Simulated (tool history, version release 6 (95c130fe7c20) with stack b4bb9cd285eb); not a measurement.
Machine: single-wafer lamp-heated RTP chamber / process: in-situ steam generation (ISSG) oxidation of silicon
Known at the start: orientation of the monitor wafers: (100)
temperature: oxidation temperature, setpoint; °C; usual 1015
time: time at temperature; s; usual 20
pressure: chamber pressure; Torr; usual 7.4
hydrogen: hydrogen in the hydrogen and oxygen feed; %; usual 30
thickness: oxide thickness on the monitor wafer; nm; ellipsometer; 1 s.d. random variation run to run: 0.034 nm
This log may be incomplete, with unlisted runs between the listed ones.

| run | hour | temperature | time | pressure | hydrogen | wafers since the last listed run | wafers since the last pyrometer calibration | hours since the pressure gauge was zeroed | hours since the hydrogen flow controller was replaced | hours since the gauge calibration | read-back reference wafer on the same gauge, thickness | thickness |
|---|---|---|---|---|---|---|---|---|---|---|---|---|
| 1 | 0.0 | 1015 | 24 | 7.4 | 30 | 0 | 1989 | 3790.6 | 6160.2 | 1357.0 | 7.198 | 6.770 |
| 2 | 78.2 | 1015 | 24 | 7.4 | 30 | 1757 | 3747 | 3868.8 | 6238.4 | 1435.2 | 7.193 | 6.860 |
| 3 | 115.7 | 1015 | 24 | 7.4 | 30 | 842 | 4590 | 3906.3 | 6275.9 | 1472.7 | 7.198 | 6.889 |
| 4 | 157.6 | 1015 | 20 | 7.4 | 30 | 941 | 5531 | 3948.2 | 6317.8 | 1514.6 | 7.194 | 6.362 |
| 5 | 195.0 | 1015 | 20 | 6.9 | 30 | 840 | 6372 | 3985.6 | 6355.2 | 1552.0 | 7.196 | 6.354 |
| 6 | 254.0 | 1015 | 20 | 7.4 | 30 | 1326 | 7698 | 4044.6 | 6414.2 | 1611.0 | 7.182 | 6.375 |
|  | 310.0 | pyrometer window cleaned and pyrometer calibrated |
| 7 | 429.9 | 1015 | 20 | 7.4 | 32 | 3773 | 2694 | 4220.5 | 6590.1 | 1786.9 | 7.197 | 6.468 |
| 8 | 527.6 | 1015 | 16 | 7.4 | 30 | 2195 | 4889 | 4318.2 | 6687.8 | 1884.6 | 7.195 | 5.693 |
| 9 | 594.8 | 1015 | 20 | 7.4 | 30 | 1510 | 6400 | 4385.4 | 6755.0 | 1951.8 | 7.190 | 6.396 |
| 10 | 634.0 | 1015 | 20 | 7.4 | 30 | 881 | 7281 | 4424.6 | 6794.2 | 1991.0 | 7.192 | 6.325 |
|  | 667.5 | pyrometer window cleaned and pyrometer calibrated |
| 11 | 700.6 | 1007 | 20 | 7.4 | 30 | 1317 | 744 | 4491.2 | 6860.8 | 2057.6 | 7.188 | 6.025 |
| 12 | 746.3 | 1007 | 20 | 7.4 | 30 | 1027 | 1771 | 4536.9 | 6906.5 | 2103.3 | 7.190 | 6.007 |
| 13 | 800.1 | 1015 | 20 | 7.4 | 30 | 1209 | 2980 | 4590.7 | 6960.3 | 2157.1 | 7.195 | 6.317 |
| 14 | 863.1 | 1015 | 28 | 7.4 | 30 | 1415 | 4396 | 4653.7 | 7023.3 | 2220.1 | 7.187 | 7.373 |
| 15 | 943.6 | 1005 | 20 | 8.3 | 30 | 1809 | 6206 | 4734.2 | 7103.8 | 2300.6 | 7.193 | 6.031 |
|  | 998.1 | pressure gauge zeroed |
| 16 | 1024.8 | 1015 | 20 | 7.4 | 30 | 1645 | 7851 | 26.7 | 7185.0 | 2381.8 | 7.186 | 6.415 |
| 17 | 1067.7 | 1023 | 20 | 7.4 | 32 | 964 | 8815 | 69.6 | 7227.9 | 2424.7 | 7.195 | 6.823 |
|  | 1113.8 | pyrometer window cleaned and pyrometer calibrated |
|  | 1175.1 | gauge calibrated |
|  | 1302.1 | hydrogen flow controller replaced |
| 18 | 1303.5 | 1015 | 20 | 7.4 | 27 | 4939 | 4082 | 305.4 | 1.4 | 128.4 | 7.184 | 6.110 |
| 19 | 1358.6 | 1015 | 28 | 6.9 | 30 | 1238 | 5321 | 360.5 | 56.5 | 183.5 | 7.189 | 7.384 |
| 20 | 1449.4 | 997 | 14 | 6.9 | 30 | 2040 | 7362 | 451.3 | 147.3 | 274.3 | 7.183 | 5.064 |
| 21 | 1551.6 | 1007 | 24 | 7.4 | 30 | 2296 | 9658 | 553.5 | 249.5 | 376.5 | 7.192 | 6.744 |
|  | 1568.3 | pyrometer window cleaned and pyrometer calibrated |
| 22 | 1612.9 | 1006 | 20 | 7.4 | 30 | 1197 | 1001 | 614.8 | 310.8 | 437.8 | 7.201 | 6.030 |
| 23 | 1711.1 | 1035 | 18 | 7.4 | 30 | 2207 | 3208 | 713.0 | 409.0 | 536.0 | 7.192 | 6.539 |
| 24 | 1800.1 | 1015 | 20 | 7.4 | 30 | 2000 | 5208 | 802.0 | 498.0 | 625.0 | 7.191 | 6.366 |
| 25 | 1903.4 | 1015 | 28 | 8.2 | 32 | 2321 | 7530 | 905.3 | 601.3 | 728.3 | 7.193 | 7.632 |
|  | 2010.5 | pyrometer window cleaned and pyrometer calibrated |
| 26 | 2011.0 | 1015 | 20 | 8.6 | 32 | 2238 | 11 | 1012.9 | 708.9 | 835.9 | 7.185 | 6.264 |

Each row is a separate what-if for the run after 26, all from the same tool condition, not one after another. Results?
| A | 2011.4 | 1015 | 20 | 7.4 | 30 | 8 | 20 | 1013.3 | 709.3 | 836.3 | ? | ? |
| B | 2011.4 | 1015 | 18 | 7.4 | 30 | 8 | 20 | 1013.3 | 709.3 | 836.3 | ? | ? |
| C | 2011.4 | 1015 | 20 | 8.6 | 30 | 8 | 20 | 1013.3 | 709.3 | 836.3 | ? | ? |

| run | read-back reference wafer on the same gauge, thickness | thickness |
|---|---|---|
| A | 7.186 | 6.278 |
| B | 7.186 | 5.978 |
| C | 7.186 | 6.222 |
With no hidden state in the tool, these same runs would have given:
| run | thickness |
|---|---|
| A | 6.244 |
| B | 5.946 |
| C | 6.188 |

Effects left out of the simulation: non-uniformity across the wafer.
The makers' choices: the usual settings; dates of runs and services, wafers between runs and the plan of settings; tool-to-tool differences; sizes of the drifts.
